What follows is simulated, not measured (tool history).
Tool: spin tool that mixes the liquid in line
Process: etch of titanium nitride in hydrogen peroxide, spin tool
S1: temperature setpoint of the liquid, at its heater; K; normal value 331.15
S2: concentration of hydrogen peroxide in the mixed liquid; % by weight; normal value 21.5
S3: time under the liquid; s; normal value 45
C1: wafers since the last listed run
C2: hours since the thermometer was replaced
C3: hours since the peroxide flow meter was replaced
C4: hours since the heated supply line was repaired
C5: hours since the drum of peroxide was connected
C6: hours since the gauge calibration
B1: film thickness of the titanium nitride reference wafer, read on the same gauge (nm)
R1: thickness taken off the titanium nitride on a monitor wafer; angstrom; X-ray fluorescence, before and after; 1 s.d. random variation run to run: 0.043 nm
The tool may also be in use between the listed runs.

run,hour,S1,S2,S3,C1,C2,C3,C4,C5,C6,B1,R1
1,0.0,326.65,21.5,45,0,2119.0,1509.7,966.1,125.9,948.8,99.99,40.9
# hour 19.5: thermometer replaced
2,28.1,326.65,21.5,45,333,8.6,1537.8,994.2,154.0,976.9,99.98,35.6
3,63.2,326.65,21.5,45,432,43.7,1572.9,1029.3,189.1,1012.0,100.00,35.4
4,97.4,323.15,21.5,45,420,77.9,1607.1,1063.5,223.3,1046.2,100.00,27.4
5,116.8,323.15,21.5,45,238,97.3,1626.5,1082.9,242.7,1065.6,100.02,27.6
6,150.3,323.15,21.5,45,412,130.8,1660.0,1116.4,276.2,1099.1,99.99,28.0
7,186.0,327.65,21.5,30,439,166.5,1695.7,1152.1,311.9,1134.8,99.98,25.6
8,220.5,334.15,21.5,45,424,201.0,1730.2,1186.6,346.4,1169.3,99.99,59.3
9,239.2,327.65,24.5,45,230,219.7,1748.9,1205.3,365.1,1188.0,100.01,39.4
# hour 255.5: gauge calibrated
10,267.9,331.15,21.5,45,353,248.4,1777.6,1234.0,393.8,12.4,100.01,48.5
11,296.0,339.15,21.5,25,345,276.5,1805.7,1262.1,421.9,40.5,100.02,46.5
# hour 302.5: new drum of peroxide connected
# hour 303.8: peroxide flow meter replaced
12,321.0,325.65,21.5,45,283,301.5,17.2,1287.1,18.5,65.5,100.00,33.3
13,339.0,331.15,17.0,45,221,319.5,35.2,1305.1,36.5,83.5,100.01,46.3
14,374.9,331.15,21.5,45,441,355.4,71.1,1341.0,72.4,119.4,99.99,49.3
15,395.7,331.15,21.5,45,256,376.2,91.9,1361.8,93.2,140.2,99.99,49.3
16,421.0,331.15,26.5,45,311,401.5,117.2,1387.1,118.5,165.5,100.02,51.2
# hour 455.5: heated supply line repaired
17,455.9,331.15,25.5,50,417,436.4,152.1,0.4,153.4,200.4,99.98,57.2
18,468.1,324.15,16.0,65,150,448.6,164.3,12.6,165.6,212.6,100.00,40.9
19,492.7,326.15,21.5,40,302,473.2,188.9,37.2,190.2,237.2,100.02,31.2
20,512.1,335.65,21.5,45,238,492.6,208.3,56.6,209.6,256.6,100.02,67.2
21,586.4,328.15,27.5,35,914,566.9,282.6,130.9,283.9,330.9,100.00,33.4
22,613.1,325.15,21.5,30,328,593.6,309.3,157.6,310.6,357.6,100.00,21.9
23,634.5,338.15,15.5,30,263,615.0,330.7,179.0,332.0,379.0,100.00,50.9
24,664.2,327.15,26.0,35,365,644.7,360.4,208.7,361.7,408.7,100.00,31.1
25,696.5,331.15,21.5,45,397,677.0,392.7,241.0,394.0,441.0,100.01,50.5
26,719.5,335.65,18.0,55,283,700.0,415.7,264.0,417.0,464.0,100.02,80.4

Here are 3 independent what-if runs from the current tool condition. What would each one return?
A,719.9,339.15,21.5,45,4,700.4,416.1,264.4,417.4,464.4,?,?
B,719.9,331.15,27.0,45,4,700.4,416.1,264.4,417.4,464.4,?,?
C,719.9,331.15,26.5,60,4,700.4,416.1,264.4,417.4,464.4,?,?

run,B1,R1
A,100.02,86.3
B,100.02,53.1
C,100.02,70.5
With the hidden condition removed and each run's random variation left untouched, the same runs would have given:
run,R1
A,82.5
B,50.7
C,67.3
